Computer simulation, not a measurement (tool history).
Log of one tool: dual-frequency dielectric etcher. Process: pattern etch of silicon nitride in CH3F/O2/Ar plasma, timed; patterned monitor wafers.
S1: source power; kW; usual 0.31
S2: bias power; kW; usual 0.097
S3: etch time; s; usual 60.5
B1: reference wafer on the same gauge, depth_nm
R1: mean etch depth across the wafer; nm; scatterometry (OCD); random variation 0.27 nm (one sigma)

run     day    S1     S2    S3     B1     R1
  1       0  0.31  0.097  48.5  51.15  33.02
  2   2.892  0.31  0.097  48.5   51.1  32.64
       4.65  -- wet clean of the chamber
      5.417  -- gauge calibrated
  3   6.671  0.31  0.097  60.5  51.13   42.6
  4   9.842  0.31  0.097  60.5  51.12  42.09
  5  12.821  0.31  0.097  60.5  51.09  41.44
     16.733  -- upper electrode replaced
  6  16.875  0.27  0.097  60.5  51.08  39.67
  7  18.442  0.27  0.097  60.5  51.11  38.92
     20.488  -- wet clean of the chamber
  8  20.758  0.27  0.097  60.5  51.09  39.99
     23.083  -- source power generator calibrated
  9  24.867  0.31  0.097  60.5  51.08  41.36
 10  26.633  0.31  0.087  71.5  51.09  46.63
 11    30.3  0.31  0.105  65.5  51.11  45.55
     33.454  -- wet clean of the chamber
 12  34.579  0.26  0.088  44.5  51.11  28.33
     37.838  -- bias power generator calibrated
 13  37.879  0.31  0.097  60.5  51.05  41.74
 14  40.625  0.25  0.117  49.5  51.06  34.68
     40.942  -- gauge calibrated
 15  42.275  0.31  0.097  60.5   51.1  41.58
 16   43.85  0.31  0.097  60.5  51.13  41.61
 17  46.088  0.38  0.089  60.5  51.09  41.76
     47.521  -- wet clean of the chamber
 18  48.888  0.36  0.097  48.5  51.08  35.39
 19  51.625  0.36  0.097  65.5  51.14  46.95

3 ways to go on from here, each from the tool as it stands after run 19. What would each give?
  A  51.642  0.31  0.089  60.5   ?   ?
  B  51.642  0.37  0.077    74   ?   ?
  C  51.642  0.36  0.097  60.5   ?   ?

run     B1     R1
  A  51.04  40.69
  B  51.04  49.53
  C  51.04     44
Without the tool's hidden state the same runs would have given:
run     R1
  A  41.27
  B  50.22
  C  44.62
